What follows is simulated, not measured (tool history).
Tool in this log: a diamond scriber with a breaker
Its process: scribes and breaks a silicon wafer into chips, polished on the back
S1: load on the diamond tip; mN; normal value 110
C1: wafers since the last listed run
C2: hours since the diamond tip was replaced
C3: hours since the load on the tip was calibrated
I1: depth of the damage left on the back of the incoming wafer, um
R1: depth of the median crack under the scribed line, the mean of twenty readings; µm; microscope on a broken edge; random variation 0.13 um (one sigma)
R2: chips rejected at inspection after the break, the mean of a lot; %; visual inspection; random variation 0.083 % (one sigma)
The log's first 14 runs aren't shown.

At hour 182.8: diamond tip replaced by a new one.
Run 15, hour 186.6: usual settings but S1 100 mN; C1 22; C2 3.8; C3 663.1; I1 0.03. Result: R1 7.60 µm, R2 2.18 %.
Run 16, hour 192.9: usual settings; C1 14; C2 10.1; C3 669.4; I1 0.03. Result: R1 7.84 µm, R2 1.86 %.
Run 17, hour 200.4: usual settings; C1 17; C2 17.6; C3 676.9; I1 0.03. Result: R1 7.71 µm, R2 1.88 %.
Run 18, hour 217.9: usual settings; C1 40; C2 35.1; C3 694.4; I1 0.04. Result: R1 7.76 µm, R2 2.06 %.
Run 19, hour 227.0: usual settings but S1 80 mN; C1 21; C2 44.2; C3 703.5; I1 0.02. Result: R1 6.39 µm, R2 6.40 %.
Run 20, hour 240.9: usual settings; C1 32; C2 58.1; C3 717.4; I1 0.03. Result: R1 7.25 µm, R2 2.18 %.
Run 21, hour 248.5: usual settings but S1 96 mN; C1 17; C2 65.7; C3 725.0; I1 0.05. Result: R1 7.04 µm, R2 3.90 %.
Run 22, hour 255.7: usual settings but S1 96 mN; C1 16; C2 72.9; C3 732.2; I1 0.04. Result: R1 6.79 µm, R2 3.82 %.
Run 23, hour 266.2: usual settings but S1 98 mN; C1 24; C2 83.4; C3 742.7; I1 0.02. Result: R1 6.91 µm, R2 3.87 %.
Run 24, hour 272.7: usual settings but S1 82 mN; C1 15; C2 89.9; C3 749.2; I1 0.04. Result: R1 6.14 µm, R2 7.84 %.
Run 25, hour 290.2: usual settings but S1 125 mN; C1 40; C2 107.4; C3 766.7; I1 0.04. Result: R1 7.70 µm, R2 1.88 %.

Run 26 is up next; what results do you expect?
Run 26, hour 297.8: usual settings but S1 97 mN; C1 17; C2 115.0; C3 774.3; I1 0.04. Result: R1 ?, R2 ?.

R1: 6.55 µm
R2: 4.55 %
On a tool with no hidden condition, and with the same random variation, this run would have come out at R1 7.18 µm, R2 2.27 %.

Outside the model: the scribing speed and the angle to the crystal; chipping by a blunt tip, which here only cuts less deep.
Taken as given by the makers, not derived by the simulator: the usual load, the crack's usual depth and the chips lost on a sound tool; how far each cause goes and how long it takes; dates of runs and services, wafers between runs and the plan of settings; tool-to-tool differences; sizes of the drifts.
